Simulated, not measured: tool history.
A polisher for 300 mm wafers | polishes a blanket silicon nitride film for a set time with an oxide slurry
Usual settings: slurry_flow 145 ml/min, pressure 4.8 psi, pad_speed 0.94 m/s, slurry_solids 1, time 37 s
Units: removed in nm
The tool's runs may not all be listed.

run   hour  slurry_flow  pressure  pad_speed  slurry_solids  time  incoming thickness of the incoming film, nm  removed
  1      0          145       4.8       0.94              1    37                                        499.2     29.2
  2   37.2          145       4.8       0.94              1    37                                        501.2     29.7
      63.7  -- slurry nozzle cleaned
      79.3  -- conditioning disc replaced and pad reconditioned
  3  142.1          145       4.8       0.94              1    37                                        492.3     26.2
     167.9  -- worn pad replaced by a new one
  4  178.2          145       4.8       0.94              1    37                                        491.9     29.6
     200.9  -- slurry blender recalibrated
  5  278.5          145       4.8       0.94              1    37                                        500.3     28.2
     326.5  -- worn pad replaced by a new one, of another model than before
     329.7  -- head pressure recalibrated
  6    331          145       4.8       0.94              1    37                                        511.6     29.6
  7    425          145       4.8       0.94              1    37                                        503.9     28.3
     457.8  -- slurry blender recalibrated
       491  -- worn pad replaced by a new one
  8  529.7          145       4.8       0.94              1    26                                        501.8     20.4
  9  606.6          110       4.8       1.26            1.1    49                                        495.4     38.3
     611.9  -- slurry nozzle cleaned
 10  663.6          145       4.8       0.94              1    37                                        495.6     25.9
     681.7  -- worn pad replaced by a new one
     731.2  -- conditioning disc replaced and pad reconditioned
 11  734.1          145       4.8       0.94              1    37                                          494     29.5
     780.9  -- slurry blender recalibrated
 12  792.6          145       4.8       0.94            1.3    37                                        498.2     30.7
 13  850.4          195       4.8       0.64              1    37                                        509.6     25.2
     856.6  -- worn pad replaced by a new one
 14  931.8          145       6.1       0.94              1    28                                        494.3     25.4

Some steps in removed between neighbouring runs. How much of each would the tool show without its hidden state too (settings, what came in, random variation), and how much is left for the hidden state, with any gauge scatter that isn't in both results?
The hidden state here: removal rate lost through wear of the pad, %; slurry flow missing at the pad, %; deviation of the head's pressure from its setpoint, %; abrasive missing from the slurry, %; time polished since the conditioner stopped cutting, s.
Run 3 -> 4: worn pad replaced by a new one. removed +3.4 nm: hidden state +3.2, all else +0.2.
Run 8 -> 9: slurry_flow 145 -> 110, pad_speed 0.94 -> 1.26, slurry_solids 1 -> 1.1, time 26 -> 49. removed +17.9 nm: hidden state -1.8, all else +19.7.

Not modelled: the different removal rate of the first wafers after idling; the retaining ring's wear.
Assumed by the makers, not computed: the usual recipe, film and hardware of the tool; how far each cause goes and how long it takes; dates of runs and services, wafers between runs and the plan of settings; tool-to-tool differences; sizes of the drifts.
